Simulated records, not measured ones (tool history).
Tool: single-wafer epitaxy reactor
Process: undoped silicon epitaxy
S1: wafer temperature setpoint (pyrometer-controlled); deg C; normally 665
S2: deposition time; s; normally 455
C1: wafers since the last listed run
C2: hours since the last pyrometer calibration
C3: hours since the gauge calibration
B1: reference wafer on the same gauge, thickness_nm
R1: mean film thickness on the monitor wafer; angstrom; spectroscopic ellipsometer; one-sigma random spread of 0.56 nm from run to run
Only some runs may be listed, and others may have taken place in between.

{"run": 1, "hour": 0.0, "S1": 665, "S2": 509, "C1": 0, "C2": 1470.2, "C3": 306.3, "B1": 129.1, "R1": 1172.84}
{"run": 2, "hour": 12.5, "S1": 665, "S2": 455, "C1": 52, "C2": 1482.7, "C3": 318.8, "B1": 128.783, "R1": 1046.17}
{"run": 3, "hour": 43.2, "S1": 665, "S2": 455, "C1": 129, "C2": 1513.4, "C3": 349.5, "B1": 129.021, "R1": 1034.53}
{"run": 4, "hour": 67.7, "S1": 665, "S2": 455, "C1": 103, "C2": 1537.9, "C3": 374, "B1": 129.157, "R1": 1035.22}
{"hour": 68.2, "done": "gauge calibrated"}
{"run": 5, "hour": 88.6, "S1": 665, "S2": 455, "C1": 87, "C2": 1558.8, "C3": 20.4, "B1": 129.106, "R1": 1042.42}
{"run": 6, "hour": 104.5, "S1": 665, "S2": 455, "C1": 66, "C2": 1574.7, "C3": 36.3, "B1": 128.886, "R1": 1050.13}
{"run": 7, "hour": 123.9, "S1": 665, "S2": 455, "C1": 81, "C2": 1594.1, "C3": 55.7, "B1": 128.904, "R1": 1043.68}
{"run": 8, "hour": 159.8, "S1": 665, "S2": 455, "C1": 151, "C2": 1630, "C3": 91.6, "B1": 129.137, "R1": 1036.72}
{"hour": 170.6, "done": "pyrometer calibrated"}
{"run": 9, "hour": 183.9, "S1": 665, "S2": 455, "C1": 67, "C2": 13.3, "C3": 115.7, "B1": 129.102, "R1": 1111.79}
{"run": 10, "hour": 212.8, "S1": 660, "S2": 505, "C1": 121, "C2": 42.2, "C3": 144.6, "B1": 129.159, "R1": 1088.67}
{"run": 11, "hour": 233.3, "S1": 660, "S2": 505, "C1": 86, "C2": 62.7, "C3": 165.1, "B1": 129.113, "R1": 1089.38}
{"run": 12, "hour": 245.5, "S1": 669, "S2": 394, "C1": 51, "C2": 74.9, "C3": 177.3, "B1": 128.777, "R1": 1061.74}
{"run": 13, "hour": 273.8, "S1": 651, "S2": 376, "C1": 119, "C2": 103.2, "C3": 205.6, "B1": 129.166, "R1": 653.5}
{"run": 14, "hour": 290.5, "S1": 670, "S2": 500, "C1": 70, "C2": 119.9, "C3": 222.3, "B1": 128.892, "R1": 1359.36}
{"run": 15, "hour": 316.6, "S1": 654, "S2": 367, "C1": 109, "C2": 146, "C3": 248.4, "B1": 129.307, "R1": 682.74}
{"run": 16, "hour": 339.6, "S1": 671, "S2": 371, "C1": 96, "C2": 169, "C3": 271.4, "B1": 128.958, "R1": 1032.64}
{"hour": 356.4, "done": "gauge calibrated"}
{"run": 17, "hour": 357.9, "S1": 665, "S2": 455, "C1": 77, "C2": 187.3, "C3": 1.5, "B1": 129.183, "R1": 1100.2}

Run 18 is up next; what results do you expect?
{"run": 18, "hour": 377.2, "S1": 665, "S2": 455, "C1": 81, "C2": 206.6, "C3": 20.8, "B1": "?", "R1": "?"}

Run 18 gave B1 129.197, R1 1116.16 angstrom.
Without the tool's hidden state the same run would have given R1 1146.78 angstrom.

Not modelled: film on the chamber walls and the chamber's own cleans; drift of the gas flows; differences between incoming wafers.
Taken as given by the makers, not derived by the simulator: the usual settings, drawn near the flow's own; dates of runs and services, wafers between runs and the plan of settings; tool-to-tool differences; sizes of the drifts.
